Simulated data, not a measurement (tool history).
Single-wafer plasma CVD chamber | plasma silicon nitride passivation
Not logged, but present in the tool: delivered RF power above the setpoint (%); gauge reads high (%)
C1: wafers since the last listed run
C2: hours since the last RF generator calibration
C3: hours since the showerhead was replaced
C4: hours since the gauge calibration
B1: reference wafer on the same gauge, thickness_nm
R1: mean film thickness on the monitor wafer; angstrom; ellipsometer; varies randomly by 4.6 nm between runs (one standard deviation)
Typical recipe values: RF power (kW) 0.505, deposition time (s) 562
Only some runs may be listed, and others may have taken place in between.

{"run": 1, "hour": 0.0, "RF power (kW)": 0.54, "deposition time (s)": 618, "C1": 0, "C2": 1851.5, "C3": 5581.9, "C4": 274.3, "B1": 723.146, "R1": 8844.34}
{"run": 2, "hour": 15.8, "RF power (kW)": 0.54, "deposition time (s)": 618, "C1": 48, "C2": 1867.3, "C3": 5597.7, "C4": 290.1, "B1": 721.094, "R1": 8849.45}
{"run": 3, "hour": 37.5, "RF power (kW)": 0.555, "deposition time (s)": 562, "C1": 67, "C2": 1889.0, "C3": 5619.4, "C4": 311.8, "B1": 723.37, "R1": 8059.06}
{"run": 4, "hour": 61.8, "RF power (kW)": 0.555, "deposition time (s)": 562, "C1": 75, "C2": 1913.3, "C3": 5643.7, "C4": 336.1, "B1": 723.631, "R1": 8091.49}
{"run": 5, "hour": 91.6, "RF power (kW)": 0.505, "deposition time (s)": 562, "C1": 92, "C2": 1943.1, "C3": 5673.5, "C4": 365.9, "B1": 723.369, "R1": 7815.69}
{"run": 6, "hour": 103.8, "RF power (kW)": 0.505, "deposition time (s)": 610, "C1": 37, "C2": 1955.3, "C3": 5685.7, "C4": 378.1, "B1": 722.16, "R1": 8428.83}
{"run": 7, "hour": 129.8, "RF power (kW)": 0.505, "deposition time (s)": 610, "C1": 80, "C2": 1981.3, "C3": 5711.7, "C4": 404.1, "B1": 722.585, "R1": 8442.94}
{"run": 8, "hour": 160.6, "RF power (kW)": 0.575, "deposition time (s)": 562, "C1": 95, "C2": 2012.1, "C3": 5742.5, "C4": 434.9, "B1": 722.81, "R1": 8232.64}
{"run": 9, "hour": 184.1, "RF power (kW)": 0.575, "deposition time (s)": 562, "C1": 72, "C2": 2035.6, "C3": 5766.0, "C4": 458.4, "B1": 722.809, "R1": 8103.22}
{"hour": 212.3, "done": "RF generator calibrated"}
{"run": 10, "hour": 213.5, "RF power (kW)": 0.575, "deposition time (s)": 562, "C1": 66, "C2": 1.2, "C3": 5795.4, "C4": 487.8, "B1": 723.228, "R1": 8151.55}
{"run": 11, "hour": 232.8, "RF power (kW)": 0.505, "deposition time (s)": 562, "C1": 59, "C2": 20.5, "C3": 5814.7, "C4": 507.1, "B1": 723.404, "R1": 7740.9}
{"run": 12, "hour": 259.6, "RF power (kW)": 0.505, "deposition time (s)": 562, "C1": 82, "C2": 47.3, "C3": 5841.5, "C4": 533.9, "B1": 724.156, "R1": 7788.12}
{"run": 13, "hour": 283.1, "RF power (kW)": 0.54, "deposition time (s)": 533, "C1": 72, "C2": 70.8, "C3": 5865.0, "C4": 557.4, "B1": 723.732, "R1": 7596.01}
{"hour": 300.2, "done": "showerhead replaced"}
{"run": 14, "hour": 303.0, "RF power (kW)": 0.54, "deposition time (s)": 533, "C1": 36, "C2": 90.7, "C3": 2.8, "C4": 577.3, "B1": 723.104, "R1": 7641.65}
{"run": 15, "hour": 333.6, "RF power (kW)": 0.54, "deposition time (s)": 533, "C1": 94, "C2": 121.3, "C3": 33.4, "C4": 607.9, "B1": 723.355, "R1": 7606.64}
{"run": 16, "hour": 362.3, "RF power (kW)": 0.565, "deposition time (s)": 500, "C1": 88, "C2": 150.0, "C3": 62.1, "C4": 636.6, "B1": 722.813, "R1": 7269.36}
{"run": 17, "hour": 378.2, "RF power (kW)": 0.505, "deposition time (s)": 562, "C1": 49, "C2": 165.9, "C3": 78.0, "C4": 652.5, "B1": 722.521, "R1": 7853.95}
{"run": 18, "hour": 404.6, "RF power (kW)": 0.59, "deposition time (s)": 634, "C1": 81, "C2": 192.3, "C3": 104.4, "C4": 678.9, "B1": 722.507, "R1": 9387.32}
{"run": 19, "hour": 419.0, "RF power (kW)": 0.445, "deposition time (s)": 485, "C1": 44, "C2": 206.7, "C3": 118.8, "C4": 693.3, "B1": 722.074, "R1": 6389.06}
{"hour": 424.7, "done": "gauge calibrated"}
{"run": 20, "hour": 431.3, "RF power (kW)": 0.505, "deposition time (s)": 562, "C1": 38, "C2": 219.0, "C3": 131.1, "C4": 6.6, "B1": 723.443, "R1": 7800.01}
{"run": 21, "hour": 462.0, "RF power (kW)": 0.56, "deposition time (s)": 669, "C1": 95, "C2": 249.7, "C3": 161.8, "C4": 37.3, "B1": 723.048, "R1": 9804.4}
{"run": 22, "hour": 488.1, "RF power (kW)": 0.585, "deposition time (s)": 664, "C1": 80, "C2": 275.8, "C3": 187.9, "C4": 63.4, "B1": 722.716, "R1": 9735.02}
{"run": 23, "hour": 514.4, "RF power (kW)": 0.475, "deposition time (s)": 504, "C1": 81, "C2": 302.1, "C3": 214.2, "C4": 89.7, "B1": 723.025, "R1": 6817.81}
{"run": 24, "hour": 541.2, "RF power (kW)": 0.505, "deposition time (s)": 562, "C1": 82, "C2": 328.9, "C3": 241.0, "C4": 116.5, "B1": 723.13, "R1": 7846.77}
{"run": 25, "hour": 565.2, "RF power (kW)": 0.41, "deposition time (s)": 671, "C1": 74, "C2": 352.9, "C3": 265.0, "C4": 140.5, "B1": 722.352, "R1": 8603.68}
{"run": 26, "hour": 587.4, "RF power (kW)": 0.575, "deposition time (s)": 562, "C1": 68, "C2": 375.1, "C3": 287.2, "C4": 162.7, "B1": 720.59, "R1": 8168.53}
{"run": 27, "hour": 613.7, "RF power (kW)": 0.575, "deposition time (s)": 639, "C1": 81, "C2": 401.4, "C3": 313.5, "C4": 189.0, "B1": 722.725, "R1": 9444.35}
{"run": 28, "hour": 640.0, "RF power (kW)": 0.505, "deposition time (s)": 468, "C1": 81, "C2": 427.7, "C3": 339.8, "C4": 215.3, "B1": 722.333, "R1": 6518.23}
{"run": 29, "hour": 658.1, "RF power (kW)": 0.6, "deposition time (s)": 459, "C1": 56, "C2": 445.8, "C3": 357.9, "C4": 233.4, "B1": 723.606, "R1": 6863.46}
{"run": 30, "hour": 692.9, "RF power (kW)": 0.54, "deposition time (s)": 618, "C1": 107, "C2": 480.6, "C3": 392.7, "C4": 268.2, "B1": 721.905, "R1": 8866.69}

Forecast each of these 5 alternatives for the next run:
{"run": "A", "hour": 693.5, "RF power (kW)": 0.505, "deposition time (s)": 562, "C1": 1, "C2": 481.2, "C3": 393.3, "C4": 268.8, "B1": "?", "R1": "?"}
{"run": "B", "hour": 693.5, "RF power (kW)": 0.505, "deposition time (s)": 592, "C1": 1, "C2": 481.2, "C3": 393.3, "C4": 268.8, "B1": "?", "R1": "?"}
{"run": "C", "hour": 693.5, "RF power (kW)": 0.505, "deposition time (s)": 625, "C1": 1, "C2": 481.2, "C3": 393.3, "C4": 268.8, "B1": "?", "R1": "?"}
{"run": "D", "hour": 693.5, "RF power (kW)": 0.505, "deposition time (s)": 464, "C1": 1, "C2": 481.2, "C3": 393.3, "C4": 268.8, "B1": "?", "R1": "?"}
{"run": "E", "hour": 693.5, "RF power (kW)": 0.605, "deposition time (s)": 514, "C1": 1, "C2": 481.2, "C3": 393.3, "C4": 268.8, "B1": "?", "R1": "?"}

run=A B1=721.960 R1=7822.33
run=B B1=721.960 R1=8239.89
run=C B1=721.960 R1=8699.21
run=D B1=721.960 R1=6458.29
run=E B1=721.960 R1=7680.80
Without the tool's hidden state the same runs would have given:
run=A R1=7822.33
run=B R1=8239.89
run=C R1=8699.21
run=D R1=6458.29
run=E R1=7680.80
